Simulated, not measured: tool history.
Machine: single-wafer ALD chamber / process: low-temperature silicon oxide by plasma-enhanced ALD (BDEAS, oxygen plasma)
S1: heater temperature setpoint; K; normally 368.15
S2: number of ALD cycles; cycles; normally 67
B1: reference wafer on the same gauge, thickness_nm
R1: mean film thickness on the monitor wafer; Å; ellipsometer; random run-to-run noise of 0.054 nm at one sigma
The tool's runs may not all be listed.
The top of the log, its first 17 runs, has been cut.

run     day      S1  S2     B1      R1
 18  42.696  358.15  67  9.299  111.23
 19  43.725  359.15  67  9.317  111.52
 20  45.183  368.15  67  9.291  107.76
 21  46.571  368.15  78  9.290  126.90
 22  48.462  368.15  67  9.297  107.65
 23  49.867  356.15  54  9.304   89.87
 24  51.017  368.15  67  9.315  108.80
 25  53.796  377.15  72  9.319  112.76
 26  55.208  354.15  80  9.282  133.71
 27  57.625  382.15  74  9.314  116.42
 28  59.467  368.15  67  9.290  108.80
 29  61.467  383.15  79  9.298  124.46
     63.696  -- thermocouple changed; heater temperature recalibrated
 30  66.550  362.15  67  9.309  110.61
 31  68.538  373.15  74  9.305  117.31

Consider 4 possible next runs. They are alternatives, not a sequence: every one starts from the tool as it was left by run 31. What does each give?
  A  68.558  378.15  67   ?   ?
  B  68.558  377.15  67   ?   ?
  C  68.558  380.15  63   ?   ?
  D  68.558  362.15  71   ?   ?

run     B1      R1
  A  9.320  106.10
  B  9.320  106.27
  C  9.320   99.45
  D  9.320  117.41
The same runs, with their run-to-run variation unchanged, on a tool lacking any hidden condition would have given:
run      R1
  A  106.10
  B  106.27
  C   99.45
  D  117.41
